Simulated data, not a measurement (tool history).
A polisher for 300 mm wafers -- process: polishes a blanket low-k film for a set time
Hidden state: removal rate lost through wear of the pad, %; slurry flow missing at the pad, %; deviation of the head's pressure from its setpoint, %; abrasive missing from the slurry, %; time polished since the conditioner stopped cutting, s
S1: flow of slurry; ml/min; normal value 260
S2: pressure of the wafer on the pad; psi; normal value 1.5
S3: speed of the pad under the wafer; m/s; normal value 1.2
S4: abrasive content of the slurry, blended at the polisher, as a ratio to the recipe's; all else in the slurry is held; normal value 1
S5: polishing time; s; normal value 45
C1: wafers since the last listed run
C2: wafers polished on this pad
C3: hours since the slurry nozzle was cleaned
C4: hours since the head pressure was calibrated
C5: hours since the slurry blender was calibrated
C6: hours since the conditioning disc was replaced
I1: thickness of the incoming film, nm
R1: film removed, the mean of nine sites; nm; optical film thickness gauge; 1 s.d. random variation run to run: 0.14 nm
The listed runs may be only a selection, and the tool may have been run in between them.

run	day	S1	S2	S3	S4	S5	C1	C2	C3	C4	C5	C6	I1	R1
1	0	260	1.5	1.2	1	45	0	896	634.3	662.8	107	294.1	644.3	12.7
2	0.696	260	1.5	1.2	1	45	214	1110	651	679.5	123.7	310.8	631.6	12.1
# day 1.392: worn pad replaced by a new one
3	1.412	260	1.5	1.2	1	45	169	6	668.2	696.7	140.9	328	640.8	14
# day 2.404: conditioning disc replaced and pad reconditioned
4	2.8	260	1.5	1.2	1	45	401	407	701.5	730	174.2	9.5	637.8	12.7
5	4.017	260	1.5	1.2	1	45	374	782	730.7	759.2	203.4	38.7	639.7	12.5
6	5.458	260	1.5	1.2	1	45	443	1225	765.3	793.8	238	73.3	635.1	12.1
# day 5.988: worn pad replaced by a new one
7	6.717	260	1.5	1.28	1	45	335	224	795.5	824	268.2	103.5	650.1	13.8
# day 6.929: head pressure recalibrated
8	7.438	260	1.5	1.28	1	45	196	421	812.8	12.2	285.5	120.8	638.1	13.7
# day 7.975: slurry blender recalibrated
9	8.775	260	1.7	1.2	1	35	385	806	844.9	44.3	19.2	152.9	644.6	11
10	9.367	180	1.2	1.2	1.15	34	182	988	859.1	58.5	33.4	167.1	644.8	7.7
# day 10.129: worn pad replaced by a new one
11	10.742	260	1.3	1.2	0.75	60	371	188	892.1	91.5	66.4	200.1	643.9	13.4
12	11.496	260	1.5	1.2	1	45	232	420	910.2	109.6	84.5	218.2	635.2	12.8
# day 12.008: slurry nozzle cleaned
13	12.775	260	1.5	1.2	1	45	380	801	18.4	140.3	115.2	248.9	631.5	12.4
# day 13.667: conditioning disc replaced and pad reconditioned
# day 15.304: worn pad replaced by a new one
14	16.033	260	1	1.2	1	30	925	224	96.6	218.5	193.4	56.8	647.2	5.7
15	17.008	260	1.5	1.2	1	45	300	524	120	241.9	216.8	80.2	630.1	12.7
16	18.15	260	1.7	1.2	1	55	351	876	147.4	269.3	244.2	107.6	640	17.7
17	18.738	285	1.5	1.2	1	45	180	1056	161.5	283.4	258.3	121.7	643.6	12.6

Alternative continuations, all from the tool just after run 17; predict every row:
A	18.754	260	1.5	1.2	1	45	5	1062	161.9	283.8	258.7	122.1	649.8	?
B	18.754	260	1.5	1.2	0.85	45	5	1062	161.9	283.8	258.7	122.1	649.8	?
C	18.754	260	1.6	1.46	1	45	5	1062	161.9	283.8	258.7	122.1	649.8	?

run	R1
A	12.5
B	11.6
C	15.4
Take away the tool's hidden state, keep each run's random variation, and the runs would have read:
run	R1
A	13.8
B	12.9
C	17.1
